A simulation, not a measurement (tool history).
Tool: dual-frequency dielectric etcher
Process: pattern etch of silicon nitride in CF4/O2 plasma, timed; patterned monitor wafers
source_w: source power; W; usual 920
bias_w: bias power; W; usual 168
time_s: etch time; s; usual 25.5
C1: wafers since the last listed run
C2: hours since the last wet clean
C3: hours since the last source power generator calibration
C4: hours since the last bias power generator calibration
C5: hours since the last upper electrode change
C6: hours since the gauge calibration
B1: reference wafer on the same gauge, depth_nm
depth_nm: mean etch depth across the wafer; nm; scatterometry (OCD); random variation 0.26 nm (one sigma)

run 1 hour=0 | source_w=920 bias_w=168 time_s=25.5 | C1=0 C2=417.8 C3=3587.9 C4=3341.7 C5=3275.1 C6=801.6 | B1=100.8 | depth_nm=81.8
run 2 hour=68.4 | source_w=920 bias_w=168 time_s=22.5 | C1=848 C2=486.2 C3=3656.3 C4=3410.1 C5=3343.5 C6=870 | B1=100.8 | depth_nm=72.3
run 3 hour=129.2 | source_w=920 bias_w=168 time_s=22.5 | C1=754 C2=547 C3=3717.1 C4=3470.9 C5=3404.3 C6=930.8 | B1=100.9 | depth_nm=71.8
run 4 hour=163.5 | source_w=920 bias_w=168 time_s=22.5 | C1=425 C2=581.3 C3=3751.4 C4=3505.2 C5=3438.6 C6=965.1 | B1=100.8 | depth_nm=71.6
run 5 hour=214.5 | source_w=920 bias_w=199 time_s=25.5 | C1=632 C2=632.3 C3=3802.4 C4=3556.2 C5=3489.6 C6=1016.1 | B1=100.8 | depth_nm=86.9
run 6 hour=250.4 | source_w=920 bias_w=168 time_s=29 | C1=445 C2=668.2 C3=3838.3 C4=3592.1 C5=3525.5 C6=1052 | B1=100.9 | depth_nm=92.5
-- hour=277.3 wet clean of the chamber
run 7 hour=304 | source_w=920 bias_w=168 time_s=29 | C1=367 C2=26.7 C3=3891.9 C4=3645.7 C5=3579.1 C6=1105.6 | B1=100.7 | depth_nm=92.4
-- hour=348.2 source power generator calibrated
run 8 hour=355.3 | source_w=920 bias_w=168 time_s=25.5 | C1=586 C2=78 C3=7.1 C4=3697 C5=3630.4 C6=1156.9 | B1=100.8 | depth_nm=84
run 9 hour=390.1 | source_w=770 bias_w=197 time_s=25.5 | C1=431 C2=112.8 C3=41.9 C4=3731.8 C5=3665.2 C6=1191.7 | B1=100.8 | depth_nm=76.3
run 10 hour=424.8 | source_w=800 bias_w=140 time_s=21 | C1=430 C2=147.5 C3=76.6 C4=3766.5 C5=3699.9 C6=1226.4 | B1=100.7 | depth_nm=56.6
-- hour=511.1 upper electrode replaced
run 11 hour=511.6 | source_w=920 bias_w=202 time_s=25.5 | C1=778 C2=234.3 C3=163.4 C4=3853.3 C5=0.5 C6=1313.2 | B1=100.8 | depth_nm=91
run 12 hour=548.1 | source_w=920 bias_w=168 time_s=25.5 | C1=452 C2=270.8 C3=199.9 C4=3889.8 C5=37 C6=1349.7 | B1=100.9 | depth_nm=84.5
-- hour=655.7 gauge calibrated
run 13 hour=688.3 | source_w=920 bias_w=168 time_s=25.5 | C1=1738 C2=411 C3=340.1 C4=4030 C5=177.2 C6=32.6 | B1=100.8 | depth_nm=84.3
run 14 hour=747.4 | source_w=840 bias_w=139 time_s=29.5 | C1=732 C2=470.1 C3=399.2 C4=4089.1 C5=236.3 C6=91.7 | B1=100.8 | depth_nm=82.6
-- hour=806.2 bias power generator calibrated
run 15 hour=808.3 | source_w=1010 bias_w=142 time_s=31 | C1=705 C2=531 C3=460.1 C4=2.1 C5=297.2 C6=152.6 | B1=100.8 | depth_nm=104.2
run 16 hour=863.9 | source_w=1120 bias_w=168 time_s=25.5 | C1=689 C2=586.6 C3=515.7 C4=57.7 C5=352.8 C6=208.2 | B1=100.8 | depth_nm=100.9
-- hour=936.4 wet clean of the chamber
run 17 hour=936.9 | source_w=920 bias_w=168 time_s=22 | C1=607 C2=0.5 C3=588.7 C4=130.7 C5=425.8 C6=281.2 | B1=100.8 | depth_nm=72.2
run 18 hour=978.7 | source_w=920 bias_w=168 time_s=30 | C1=518 C2=42.3 C3=630.5 C4=172.5 C5=467.6 C6=323 | B1=100.8 | depth_nm=98.8
run 19 hour=1049.1 | source_w=920 bias_w=168 time_s=18.5 | C1=873 C2=112.7 C3=700.9 C4=242.9 C5=538 C6=393.4 | B1=100.8 | depth_nm=61.1
run 20 hour=1106.9 | source_w=920 bias_w=168 time_s=25.5 | C1=716 C2=170.5 C3=758.7 C4=300.7 C5=595.8 C6=451.2 | B1=100.9 | depth_nm=84
run 21 hour=1143.6 | source_w=920 bias_w=168 time_s=25.5 | C1=455 C2=207.2 C3=795.4 C4=337.4 C5=632.5 C6=487.9 | B1=100.8 | depth_nm=84
run 22 hour=1171.1 | source_w=1110 bias_w=204 time_s=29.5 | C1=341 C2=234.7 C3=822.9 C4=364.9 C5=660 C6=515.4 | B1=100.8 | depth_nm=125.2
run 23 hour=1201.8 | source_w=800 bias_w=140 time_s=30.5 | C1=380 C2=265.4 C3=853.6 C4=395.6 C5=690.7 C6=546.1 | B1=100.8 | depth_nm=82.1
run 24 hour=1262.8 | source_w=780 bias_w=168 time_s=28.5 | C1=756 C2=326.4 C3=914.6 C4=456.6 C5=751.7 C6=607.1 | B1=100.8 | depth_nm=80.8
run 25 hour=1311.8 | source_w=920 bias_w=168 time_s=30.5 | C1=607 C2=375.4 C3=963.6 C4=505.6 C5=800.7 C6=656.1 | B1=100.7 | depth_nm=100.9
run 26 hour=1357.5 | source_w=1080 bias_w=146 time_s=31 | C1=566 C2=421.1 C3=1009.3 C4=551.3 C5=846.4 C6=701.8 | B1=100.9 | depth_nm=112.5
run 27 hour=1425.9 | source_w=920 bias_w=168 time_s=25.5 | C1=848 C2=489.5 C3=1077.7 C4=619.7 C5=914.8 C6=770.2 | B1=100.8 | depth_nm=83.6
run 28 hour=1482.2 | source_w=750 bias_w=207 time_s=20 | C1=698 C2=545.8 C3=1134 C4=676 C5=971.1 C6=826.5 | B1=100.8 | depth_nm=59.2
run 29 hour=1551.8 | source_w=920 bias_w=168 time_s=23.5 | C1=863 C2=615.4 C3=1203.6 C4=745.6 C5=1040.7 C6=896.1 | B1=100.8 | depth_nm=77.4
run 30 hour=1606.2 | source_w=920 bias_w=168 time_s=25.5 | C1=674 C2=669.8 C3=1258 C4=800 C5=1095.1 C6=950.5 | B1=100.8 | depth_nm=83.8

How the hidden state differs across the entries between the runs, from the last listed run before each to the first after it:
Between runs 6 and 7: wet clean of the chamber (hour 277.3)
  source power that arrives over what is set, %: -3.95 -> -4.06
  measured less the result without the state, depth_nm: -3.6 -> -3.6 nm
Between runs 7 and 8: source power generator calibrated (hour 348.2)
  source power that arrives over what is set, %: -4.06 -> -0.338
  measured less the result without the state, depth_nm: -3.6 -> -0.3 nm
Between runs 10 and 11: upper electrode replaced (hour 511.1)
  source power that arrives over what is set, %: -0.339 -> -0.345
  measured less the result without the state, depth_nm: -0.2 -> -0.3 nm
Between runs 12 and 13: gauge calibrated (hour 655.7)
  source power that arrives over what is set, %: -0.348 -> -0.368
  measured less the result without the state, depth_nm: -0.3 -> -0.3 nm
Between runs 14 and 15: bias power generator calibrated (hour 806.2)
  source power that arrives over what is set, %: -0.379 -> -0.392
  measured less the result without the state, depth_nm: -0.3 -> -0.4 nm
Between runs 16 and 17: wet clean of the chamber (hour 936.4)
  source power that arrives over what is set, %: -0.406 -> -0.427
  measured less the result without the state, depth_nm: -0.4 -> -0.3 nm

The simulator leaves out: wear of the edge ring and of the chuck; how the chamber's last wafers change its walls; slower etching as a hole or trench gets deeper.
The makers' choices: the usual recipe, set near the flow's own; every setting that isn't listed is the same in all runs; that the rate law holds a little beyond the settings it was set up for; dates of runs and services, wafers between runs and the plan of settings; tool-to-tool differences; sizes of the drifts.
